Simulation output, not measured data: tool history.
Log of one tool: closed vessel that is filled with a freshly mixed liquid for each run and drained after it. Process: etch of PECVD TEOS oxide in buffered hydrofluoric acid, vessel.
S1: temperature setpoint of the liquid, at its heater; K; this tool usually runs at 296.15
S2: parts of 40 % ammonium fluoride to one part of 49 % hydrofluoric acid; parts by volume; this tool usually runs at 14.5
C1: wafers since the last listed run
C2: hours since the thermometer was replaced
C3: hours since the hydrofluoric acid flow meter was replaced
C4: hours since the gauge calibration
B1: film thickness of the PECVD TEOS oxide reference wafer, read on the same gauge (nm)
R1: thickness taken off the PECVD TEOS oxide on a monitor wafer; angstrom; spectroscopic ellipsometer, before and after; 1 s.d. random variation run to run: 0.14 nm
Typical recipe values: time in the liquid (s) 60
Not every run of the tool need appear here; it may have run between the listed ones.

run 1 hour=0.0 | S1=296.15 S2=14.5 time_in_the_liquid_(s)=60 | C1=0 C2=1997.9 C3=1714.3 C4=58.6 | B1=129.98 | R1=697.5
run 2 hour=7.1 | S1=296.15 S2=14.5 time_in_the_liquid_(s)=60 | C1=765 C2=2005.0 C3=1721.4 C4=65.7 | B1=130.02 | R1=694.8
run 3 hour=16.6 | S1=296.15 S2=14.5 time_in_the_liquid_(s)=60 | C1=1024 C2=2014.5 C3=1730.9 C4=75.2 | B1=130.04 | R1=695.1
run 4 hour=24.6 | S1=296.15 S2=14.5 time_in_the_liquid_(s)=60 | C1=862 C2=2022.5 C3=1738.9 C4=83.2 | B1=130.01 | R1=696.4
run 5 hour=31.7 | S1=296.15 S2=14.5 time_in_the_liquid_(s)=35 | C1=765 C2=2029.6 C3=1746.0 C4=90.3 | B1=130.02 | R1=405.8
run 6 hour=39.9 | S1=296.15 S2=14.5 time_in_the_liquid_(s)=35 | C1=884 C2=2037.8 C3=1754.2 C4=98.5 | B1=129.96 | R1=407.3
run 7 hour=47.9 | S1=296.15 S2=14.5 time_in_the_liquid_(s)=60 | C1=862 C2=2045.8 C3=1762.2 C4=106.5 | B1=130.00 | R1=695.1
-- hour=52.1 hydrofluoric acid flow meter replaced
run 8 hour=54.1 | S1=296.15 S2=14.5 time_in_the_liquid_(s)=60 | C1=560 C2=2052.0 C3=2.0 C4=112.7 | B1=130.05 | R1=624.2
run 9 hour=60.3 | S1=296.15 S2=19.5 time_in_the_liquid_(s)=60 | C1=668 C2=2058.2 C3=8.2 C4=118.9 | B1=130.01 | R1=466.8
run 10 hour=66.9 | S1=293.65 S2=13.0 time_in_the_liquid_(s)=85 | C1=711 C2=2064.8 C3=14.8 C4=125.5 | B1=130.00 | R1=860.4
run 11 hour=73.9 | S1=296.15 S2=14.5 time_in_the_liquid_(s)=60 | C1=755 C2=2071.8 C3=21.8 C4=132.5 | B1=129.94 | R1=624.0
-- hour=86.5 thermometer replaced
run 12 hour=87.0 | S1=294.65 S2=19.5 time_in_the_liquid_(s)=80 | C1=1305 C2=0.5 C3=34.9 C4=145.6 | B1=129.97 | R1=573.6
run 13 hour=100.2 | S1=293.15 S2=17.0 time_in_the_liquid_(s)=35 | C1=1423 C2=13.7 C3=48.1 C4=158.8 | B1=130.00 | R1=263.5
run 14 hour=109.1 | S1=296.15 S2=14.5 time_in_the_liquid_(s)=60 | C1=959 C2=22.6 C3=57.0 C4=167.7 | B1=129.96 | R1=626.4
-- hour=116.7 gauge calibrated
run 15 hour=126.6 | S1=296.15 S2=14.5 time_in_the_liquid_(s)=60 | C1=1887 C2=40.1 C3=74.5 C4=9.9 | B1=129.96 | R1=625.5
run 16 hour=139.6 | S1=291.65 S2=9.5 time_in_the_liquid_(s)=85 | C1=1402 C2=53.1 C3=87.5 C4=22.9 | B1=130.04 | R1=1026.0

Forecast run 17:
run 17 hour=157.5 | S1=291.65 S2=14.5 time_in_the_liquid_(s)=50 | C1=1930 C2=71.0 C3=105.4 C4=40.8 | B1=? | R1=?

B1: 129.98
R1: 405.8 angstrom
Take away the tool's hidden state, keep the run-to-run variation as it was, and the same run would have given R1 403.0 angstrom.
